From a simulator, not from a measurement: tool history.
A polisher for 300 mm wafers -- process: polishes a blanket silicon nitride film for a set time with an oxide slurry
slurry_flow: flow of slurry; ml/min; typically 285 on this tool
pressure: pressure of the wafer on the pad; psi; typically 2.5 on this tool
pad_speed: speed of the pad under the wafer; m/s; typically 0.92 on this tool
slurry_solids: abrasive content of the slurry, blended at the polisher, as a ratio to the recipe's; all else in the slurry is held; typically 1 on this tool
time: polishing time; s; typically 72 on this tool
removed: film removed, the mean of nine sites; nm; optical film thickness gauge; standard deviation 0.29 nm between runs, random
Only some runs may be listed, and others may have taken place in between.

run   hour  slurry_flow  pressure  pad_speed  slurry_solids  time  incoming thickness of the incoming film, nm  removed
  1    0.0          220       2.5       0.86              1    72                                        278.7     22.2
  2   43.3          220       2.5       0.86              1    72                                        279.5     22.7
  3   77.4          220       2.5       0.86              1    72                                        283.0     22.5
  4  127.7          285       2.5       0.92              1    72                                        279.0     23.8
  5  153.4          285       2.5       0.92              1    72                                        276.3     24.6
     199.8  -- conditioning disc replaced and pad reconditioned
     224.9  -- worn pad replaced by a new one
  6  337.2          285       2.5       0.92              1    72                                        286.2     24.9
     368.0  -- slurry nozzle cleaned
  7  404.1          285       2.5       0.92              1    72                                        274.1     24.5
     412.8  -- slurry blender recalibrated
  8  429.1          285       2.5       0.92              1    72                                        279.9     24.4
  9  465.0          285       2.5       0.92              1    72                                        277.5     24.5
     501.9  -- worn pad replaced by a new one
 10  503.5          285       2.5       0.92              1    72                                        279.2     24.3
     536.8  -- conditioning disc replaced and pad reconditioned
 11  561.8          285       2.5       0.92              1    72                                        277.2     25.8
 12  590.1          285       3.1       0.92              1    72                                        276.7     31.5
 13  617.6          285       1.6       0.92              1    72                                        278.2     16.0
 14  651.8          285       2.5       0.64              1    84                                        278.4     22.1
     689.8  -- head pressure recalibrated
 15  695.5          285       2.5       0.92              1    72                                        280.8     24.8
 16  760.7          360       2.3       0.92              1    72                                        280.7     23.4
     788.0  -- slurry nozzle cleaned
 17  792.4          285       2.5       0.92              1    72                                        284.3     24.7
     824.4  -- conditioning disc replaced and pad reconditioned
 18  824.9          285       2.5       0.92              1    72                                        280.4     26.0

Predict the results of run 19:
     851.9  -- worn pad replaced by a new one
 19  853.4          220       2.5       0.86              1    72                                        280.1        ?

removed: 23.9 nm
The same run, on a tool lacking any hidden state, would have yielded removed 24.5 nm.
